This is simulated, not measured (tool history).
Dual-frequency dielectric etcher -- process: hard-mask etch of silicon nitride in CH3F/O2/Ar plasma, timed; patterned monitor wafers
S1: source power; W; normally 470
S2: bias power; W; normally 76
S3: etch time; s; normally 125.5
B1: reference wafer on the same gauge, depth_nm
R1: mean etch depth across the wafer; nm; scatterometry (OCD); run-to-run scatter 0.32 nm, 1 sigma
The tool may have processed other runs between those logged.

{"run": 1, "hour": 0.0, "S1": 510, "S2": 76, "S3": 125.5, "B1": 92.2, "R1": 100.9}
{"run": 2, "hour": 46.6, "S1": 510, "S2": 76, "S3": 125.5, "B1": 92.3, "R1": 100.7}
{"run": 3, "hour": 112.8, "S1": 470, "S2": 76, "S3": 125.5, "B1": 92.3, "R1": 96.5}
{"hour": 141.2, "done": "wet clean of the chamber"}
{"run": 4, "hour": 213.1, "S1": 470, "S2": 76, "S3": 125.5, "B1": 92.3, "R1": 97.2}
{"run": 5, "hour": 291.7, "S1": 470, "S2": 76, "S3": 125.5, "B1": 92.3, "R1": 97.3}
{"run": 6, "hour": 329.9, "S1": 470, "S2": 76, "S3": 108.5, "B1": 92.3, "R1": 84.2}
{"run": 7, "hour": 368.9, "S1": 470, "S2": 76, "S3": 108.5, "B1": 92.4, "R1": 83.6}
{"run": 8, "hour": 422.8, "S1": 470, "S2": 76, "S3": 108.5, "B1": 92.3, "R1": 84.2}
{"run": 9, "hour": 464.1, "S1": 470, "S2": 76, "S3": 125.5, "B1": 92.3, "R1": 97.2}
{"run": 10, "hour": 524.9, "S1": 470, "S2": 76, "S3": 135, "B1": 92.3, "R1": 104.4}
{"hour": 551.6, "done": "bias power generator calibrated"}
{"run": 11, "hour": 569.4, "S1": 520, "S2": 86, "S3": 143, "B1": 92.2, "R1": 120.1}
{"run": 12, "hour": 656.3, "S1": 400, "S2": 76, "S3": 149, "B1": 92.2, "R1": 108.1}
{"hour": 697.1, "done": "wet clean of the chamber"}
{"run": 13, "hour": 804.8, "S1": 380, "S2": 61, "S3": 108, "B1": 92.2, "R1": 71.6}
{"hour": 842.3, "done": "upper electrode replaced"}
{"run": 14, "hour": 871.6, "S1": 580, "S2": 76, "S3": 110, "B1": 92.3, "R1": 93.4}
{"run": 15, "hour": 962.0, "S1": 530, "S2": 83, "S3": 144.5, "B1": 92.3, "R1": 121.1}
{"run": 16, "hour": 1059.7, "S1": 470, "S2": 76, "S3": 149, "B1": 92.5, "R1": 115.6}
{"hour": 1122.5, "done": "source power generator calibrated"}
{"hour": 1143.3, "done": "gauge calibrated"}
{"run": 17, "hour": 1160.8, "S1": 590, "S2": 69, "S3": 125.5, "B1": 92.4, "R1": 105.5}
{"hour": 1199.4, "done": "wet clean of the chamber"}
{"run": 18, "hour": 1339.7, "S1": 360, "S2": 85, "S3": 125.5, "B1": 92.3, "R1": 90.5}
{"run": 19, "hour": 1378.5, "S1": 370, "S2": 85, "S3": 88.5, "B1": 92.4, "R1": 64.3}
{"run": 20, "hour": 1452.1, "S1": 470, "S2": 76, "S3": 125.5, "B1": 92.3, "R1": 98.9}
{"run": 21, "hour": 1529.9, "S1": 510, "S2": 86, "S3": 105, "B1": 92.4, "R1": 88.5}
{"run": 22, "hour": 1614.6, "S1": 470, "S2": 93, "S3": 125.5, "B1": 92.2, "R1": 104.5}
{"run": 23, "hour": 1711.0, "S1": 470, "S2": 76, "S3": 125.5, "B1": 92.4, "R1": 98.7}
{"hour": 1739.3, "done": "wet clean of the chamber"}
{"hour": 1792.2, "done": "source power generator calibrated, repeated, since the last time left the tool worse"}
{"run": 24, "hour": 1795.7, "S1": 510, "S2": 68, "S3": 97.5, "B1": 92.4, "R1": 74.8}
{"run": 25, "hour": 2031.9, "S1": 470, "S2": 62, "S3": 136, "B1": 92.3, "R1": 97.9}
{"run": 26, "hour": 2232.2, "S1": 470, "S2": 76, "S3": 136, "B1": 92.2, "R1": 103.8}
{"run": 27, "hour": 2298.8, "S1": 470, "S2": 76, "S3": 125.5, "B1": 92.3, "R1": 96}
{"hour": 2348.2, "done": "wet clean of the chamber"}
{"run": 28, "hour": 2371.1, "S1": 430, "S2": 92, "S3": 116, "B1": 92.3, "R1": 90.2}

Some steps in R1 between neighbouring runs. How much of each would the tool show without its hidden state too (settings, what came in, random variation), and how much is left for the hidden state, with any gauge scatter that isn't in both results?
What the log doesn't record here: etch rate over this chamber's usual, %; source power that arrives over what is set, %; bias power that arrives over what is set, %; gauge reads high (%).
Run 12 -> 13: S1 400 -> 380, S2 76 -> 61, S3 149 -> 108, wet clean of the chamber. R1 -36.5 nm: hidden state -0.4, all else -36.1.
Run 19 -> 20: S1 370 -> 470, S2 85 -> 76, S3 88.5 -> 125.5. R1 +34.6 nm: hidden state +0.9, all else +33.7.
Run 23 -> 24: S1 470 -> 510, S2 76 -> 68, S3 125.5 -> 97.5, wet clean of the chamber, source power generator calibrated, repeated, since the last time left the tool worse. R1 -23.9 nm: hidden state -2.9, all else -21.
